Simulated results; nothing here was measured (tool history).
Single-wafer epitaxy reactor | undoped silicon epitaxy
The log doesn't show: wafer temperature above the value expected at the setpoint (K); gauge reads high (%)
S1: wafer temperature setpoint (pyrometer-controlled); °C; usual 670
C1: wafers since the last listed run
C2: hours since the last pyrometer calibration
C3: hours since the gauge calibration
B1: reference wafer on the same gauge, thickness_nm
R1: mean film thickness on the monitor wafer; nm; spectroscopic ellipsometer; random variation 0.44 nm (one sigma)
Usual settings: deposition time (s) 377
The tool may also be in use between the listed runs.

{"run": 1, "hour": 0.0, "S1": 670, "deposition time (s)": 432, "C1": 0, "C2": 2212.8, "C3": 563.2, "B1": 100.675, "R1": 96.873}
{"run": 2, "hour": 74.1, "S1": 670, "deposition time (s)": 432, "C1": 430, "C2": 2286.9, "C3": 637.3, "B1": 100.354, "R1": 96.797}
{"run": 3, "hour": 101.2, "S1": 670, "deposition time (s)": 377, "C1": 157, "C2": 2314, "C3": 664.4, "B1": 100.591, "R1": 83.961}
{"run": 4, "hour": 137.0, "S1": 670, "deposition time (s)": 377, "C1": 207, "C2": 2349.8, "C3": 700.2, "B1": 100.826, "R1": 83.33}
{"run": 5, "hour": 151.8, "S1": 670, "deposition time (s)": 377, "C1": 85, "C2": 2364.6, "C3": 715, "B1": 100.808, "R1": 84.063}
{"run": 6, "hour": 182.4, "S1": 670, "deposition time (s)": 377, "C1": 177, "C2": 2395.2, "C3": 745.6, "B1": 100.553, "R1": 83.508}
{"run": 7, "hour": 214.5, "S1": 670, "deposition time (s)": 377, "C1": 186, "C2": 2427.3, "C3": 777.7, "B1": 100.682, "R1": 83.249}
{"run": 8, "hour": 233.1, "S1": 670, "deposition time (s)": 408, "C1": 107, "C2": 2445.9, "C3": 796.3, "B1": 100.802, "R1": 89.952}
{"run": 9, "hour": 247.8, "S1": 670, "deposition time (s)": 408, "C1": 85, "C2": 2460.6, "C3": 811, "B1": 100.384, "R1": 89.918}
{"run": 10, "hour": 279.9, "S1": 670, "deposition time (s)": 408, "C1": 186, "C2": 2492.7, "C3": 843.1, "B1": 100.851, "R1": 89.432}
{"run": 11, "hour": 294.3, "S1": 670, "deposition time (s)": 377, "C1": 83, "C2": 2507.1, "C3": 857.5, "B1": 100.43, "R1": 82.784}
{"run": 12, "hour": 336.5, "S1": 670, "deposition time (s)": 322, "C1": 244, "C2": 2549.3, "C3": 899.7, "B1": 100.593, "R1": 70.632}
{"run": 13, "hour": 360.1, "S1": 670, "deposition time (s)": 377, "C1": 136, "C2": 2572.9, "C3": 923.3, "B1": 100.645, "R1": 82.321}
{"run": 14, "hour": 378.0, "S1": 670, "deposition time (s)": 377, "C1": 103, "C2": 2590.8, "C3": 941.2, "B1": 100.624, "R1": 82.242}
{"run": 15, "hour": 405.7, "S1": 670, "deposition time (s)": 377, "C1": 160, "C2": 2618.5, "C3": 968.9, "B1": 100.542, "R1": 82.199}
{"hour": 427.6, "done": "pyrometer calibrated"}
{"run": 16, "hour": 428.1, "S1": 670, "deposition time (s)": 377, "C1": 83, "C2": 0.5, "C3": 991.3, "B1": 100.761, "R1": 93.528}
{"run": 17, "hour": 437.9, "S1": 670, "deposition time (s)": 377, "C1": 56, "C2": 10.3, "C3": 1001.1, "B1": 100.727, "R1": 94.145}
{"run": 18, "hour": 455.0, "S1": 675, "deposition time (s)": 413, "C1": 99, "C2": 27.4, "C3": 1018.2, "B1": 100.749, "R1": 116.615}
{"run": 19, "hour": 467.5, "S1": 661, "deposition time (s)": 429, "C1": 72, "C2": 39.9, "C3": 1030.7, "B1": 100.757, "R1": 85.882}
{"run": 20, "hour": 502.2, "S1": 664, "deposition time (s)": 310, "C1": 201, "C2": 74.6, "C3": 1065.4, "B1": 100.455, "R1": 67.093}
{"run": 21, "hour": 532.4, "S1": 677, "deposition time (s)": 307, "C1": 175, "C2": 104.8, "C3": 1095.6, "B1": 100.804, "R1": 90.12}
{"run": 22, "hour": 553.5, "S1": 670, "deposition time (s)": 377, "C1": 122, "C2": 125.9, "C3": 1116.7, "B1": 100.816, "R1": 94.301}
{"run": 23, "hour": 580.9, "S1": 655, "deposition time (s)": 397, "C1": 159, "C2": 153.3, "C3": 1144.1, "B1": 100.777, "R1": 68.762}
{"run": 24, "hour": 594.4, "S1": 670, "deposition time (s)": 377, "C1": 78, "C2": 166.8, "C3": 1157.6, "B1": 100.801, "R1": 94.397}
{"run": 25, "hour": 659.2, "S1": 661, "deposition time (s)": 424, "C1": 376, "C2": 231.6, "C3": 1222.4, "B1": 100.564, "R1": 85.231}
{"hour": 685.4, "done": "gauge calibrated"}
{"run": 26, "hour": 693.5, "S1": 670, "deposition time (s)": 377, "C1": 199, "C2": 265.9, "C3": 8.1, "B1": 100.525, "R1": 93.998}
{"run": 27, "hour": 715.3, "S1": 665, "deposition time (s)": 415, "C1": 126, "C2": 287.7, "C3": 29.9, "B1": 100.603, "R1": 92.152}
{"run": 28, "hour": 734.1, "S1": 666, "deposition time (s)": 312, "C1": 109, "C2": 306.5, "C3": 48.7, "B1": 100.582, "R1": 70.39}
{"run": 29, "hour": 754.9, "S1": 670, "deposition time (s)": 377, "C1": 120, "C2": 327.3, "C3": 69.5, "B1": 100.665, "R1": 94.447}
{"run": 30, "hour": 788.7, "S1": 670, "deposition time (s)": 377, "C1": 196, "C2": 361.1, "C3": 103.3, "B1": 100.814, "R1": 93.14}
{"run": 31, "hour": 806.9, "S1": 670, "deposition time (s)": 377, "C1": 105, "C2": 379.3, "C3": 121.5, "B1": 100.899, "R1": 93.194}
{"run": 32, "hour": 834.3, "S1": 670, "deposition time (s)": 377, "C1": 159, "C2": 406.7, "C3": 148.9, "B1": 100.671, "R1": 93.94}
{"run": 33, "hour": 848.7, "S1": 683, "deposition time (s)": 357, "C1": 83, "C2": 421.1, "C3": 163.3, "B1": 100.629, "R1": 120.055}
{"run": 34, "hour": 865.2, "S1": 660, "deposition time (s)": 421, "C1": 95, "C2": 437.6, "C3": 179.8, "B1": 100.678, "R1": 82.541}
{"run": 35, "hour": 896.2, "S1": 655, "deposition time (s)": 324, "C1": 179, "C2": 468.6, "C3": 210.8, "B1": 100.618, "R1": 55.884}
{"run": 36, "hour": 917.1, "S1": 678, "deposition time (s)": 432, "C1": 121, "C2": 489.5, "C3": 231.7, "B1": 100.649, "R1": 128.006}
{"run": 37, "hour": 949.0, "S1": 670, "deposition time (s)": 377, "C1": 185, "C2": 521.4, "C3": 263.6, "B1": 100.615, "R1": 93.045}

4 ways to go on from here, each from the tool as it stands after run 37. What would each give?
{"run": "A", "hour": 949.5, "S1": 670, "deposition time (s)": 377, "C1": 2, "C2": 521.9, "C3": 264.1, "B1": "?", "R1": "?"}
{"run": "B", "hour": 949.5, "S1": 665, "deposition time (s)": 445, "C1": 2, "C2": 521.9, "C3": 264.1, "B1": "?", "R1": "?"}
{"run": "C", "hour": 949.5, "S1": 670, "deposition time (s)": 402, "C1": 2, "C2": 521.9, "C3": 264.1, "B1": "?", "R1": "?"}
{"run": "D", "hour": 949.5, "S1": 682, "deposition time (s)": 377, "C1": 2, "C2": 521.9, "C3": 264.1, "B1": "?", "R1": "?"}

run=A B1=100.682 R1=93.279
run=B B1=100.682 R1=97.697
run=C B1=100.682 R1=99.464
run=D B1=100.682 R1=123.557
Without the tool's hidden state the same runs would have given:
run=A R1=92.083
run=B R1=96.43
run=C R1=98.19
run=D R1=122.018
